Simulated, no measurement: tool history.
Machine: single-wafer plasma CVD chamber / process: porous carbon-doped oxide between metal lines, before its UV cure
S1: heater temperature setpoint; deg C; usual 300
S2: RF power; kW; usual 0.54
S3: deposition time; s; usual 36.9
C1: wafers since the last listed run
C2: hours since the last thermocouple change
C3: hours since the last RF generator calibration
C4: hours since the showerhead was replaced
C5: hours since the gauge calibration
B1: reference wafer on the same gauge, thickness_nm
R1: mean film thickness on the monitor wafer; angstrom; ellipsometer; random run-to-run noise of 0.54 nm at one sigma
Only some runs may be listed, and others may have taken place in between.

Run 1, hour 0: usual settings but S1 293 deg C; C1 0; C2 1081.1; C3 861.8; C4 3882.9; C5 379.4; B1 180.977. Result: R1 2332.94 angstrom.
Run 2, hour 70.3: usual settings but S1 293 deg C; C1 2066; C2 1151.4; C3 932.1; C4 3953.2; C5 449.7; B1 180.387. Result: R1 2335.71 angstrom.
Run 3, hour 106.5: usual settings; C1 1063; C2 1187.6; C3 968.3; C4 3989.4; C5 485.9; B1 180.34. Result: R1 2237.9 angstrom.
Run 4, hour 138.6: usual settings; C1 943; C2 1219.7; C3 1000.4; C4 4021.5; C5 518; B1 179.863. Result: R1 2232.25 angstrom.
Run 5, hour 177.4: usual settings; C1 1140; C2 1258.5; C3 1039.2; C4 4060.3; C5 556.8; B1 179.349. Result: R1 2227.99 angstrom.
Run 6, hour 219.4: usual settings; C1 1234; C2 1300.5; C3 1081.2; C4 4102.3; C5 598.8; B1 179.08. Result: R1 2217.81 angstrom.
Run 7, hour 244.7: usual settings but S1 295 deg C; C1 743; C2 1325.8; C3 1106.5; C4 4127.6; C5 624.1; B1 178.814. Result: R1 2280.24 angstrom.
Run 8, hour 280.9: usual settings but S1 295 deg C; C1 1063; C2 1362; C3 1142.7; C4 4163.8; C5 660.3; B1 178.324. Result: R1 2285.28 angstrom.
At hour 310.2: gauge calibrated.
Run 9, hour 324: usual settings; C1 1266; C2 1405.1; C3 1185.8; C4 4206.9; C5 13.8; B1 181.533. Result: R1 2256.62 angstrom.
Run 10, hour 350.8: usual settings; C1 787; C2 1431.9; C3 1212.6; C4 4233.7; C5 40.6; B1 181.719. Result: R1 2249.34 angstrom.
Run 11, hour 389.8: usual settings but S1 292 deg C, S2 0.44 kW, S3 32.4 s; C1 1146; C2 1470.9; C3 1251.6; C4 4272.7; C5 79.6; B1 181.495. Result: R1 1837.15 angstrom.
At hour 422.1: showerhead replaced.
Run 12, hour 432.2: usual settings but S1 294 deg C, S2 0.625 kW, S3 41.9 s; C1 1011; C2 1513.3; C3 1294; C4 10.1; C5 122; B1 181.42. Result: R1 2871.25 angstrom.
Run 13, hour 490.4: usual settings but S2 0.485 kW, S3 33.2 s; C1 1710; C2 1571.5; C3 1352.2; C4 68.3; C5 180.2; B1 181.188. Result: R1 1901.44 angstrom.
At hour 530.9: RF generator calibrated.
Run 14, hour 543.5: usual settings but S1 289 deg C, S3 32.8 s; C1 1325; C2 1624.6; C3 12.6; C4 121.4; C5 233.3; B1 180.956. Result: R1 2141.81 angstrom.
At hour 554.7: thermocouple changed; heater temperature recalibrated.
Run 15, hour 592.8: usual settings but S1 310 deg C, S2 0.57 kW, S3 33.3 s; C1 1213; C2 38.1; C3 61.9; C4 170.7; C5 282.6; B1 180.888. Result: R1 1982.41 angstrom.
Run 16, hour 656.2: usual settings but S1 310 deg C, S2 0.625 kW, S3 42.8 s; C1 1863; C2 101.5; C3 125.3; C4 234.1; C5 346; B1 180.221. Result: R1 2658.81 angstrom.
Run 17, hour 724.8: usual settings but S2 0.445 kW, S3 42.7 s; C1 2016; C2 170.1; C3 193.9; C4 302.7; C5 414.6; B1 180.179. Result: R1 2316.3 angstrom.
Run 18, hour 768.9: usual settings; C1 1296; C2 214.2; C3 238; C4 346.8; C5 458.7; B1 179.606. Result: R1 2231.67 angstrom.

Alternative continuations, all from the tool just after run 18; predict every row:
Run A, hour 769.3: usual settings; C1 11; C2 214.6; C3 238.4; C4 347.2; C5 459.1; B1 ?. Result: R1 ?.
Run B, hour 769.3: usual settings but S1 295 deg C, S2 0.575 kW; C1 11; C2 214.6; C3 238.4; C4 347.2; C5 459.1; B1 ?. Result: R1 ?.
Run C, hour 769.3: usual settings but S3 41.7 s; C1 11; C2 214.6; C3 238.4; C4 347.2; C5 459.1; B1 ?. Result: R1 ?.

run       B1       R1
  A  179.713  2225.76
  B  179.713  2375.08
  C  179.713  2507.56
Without the tool's hidden state the same runs would have given:
run       R1
  A   2255.3
  B   2406.6
  C  2540.84

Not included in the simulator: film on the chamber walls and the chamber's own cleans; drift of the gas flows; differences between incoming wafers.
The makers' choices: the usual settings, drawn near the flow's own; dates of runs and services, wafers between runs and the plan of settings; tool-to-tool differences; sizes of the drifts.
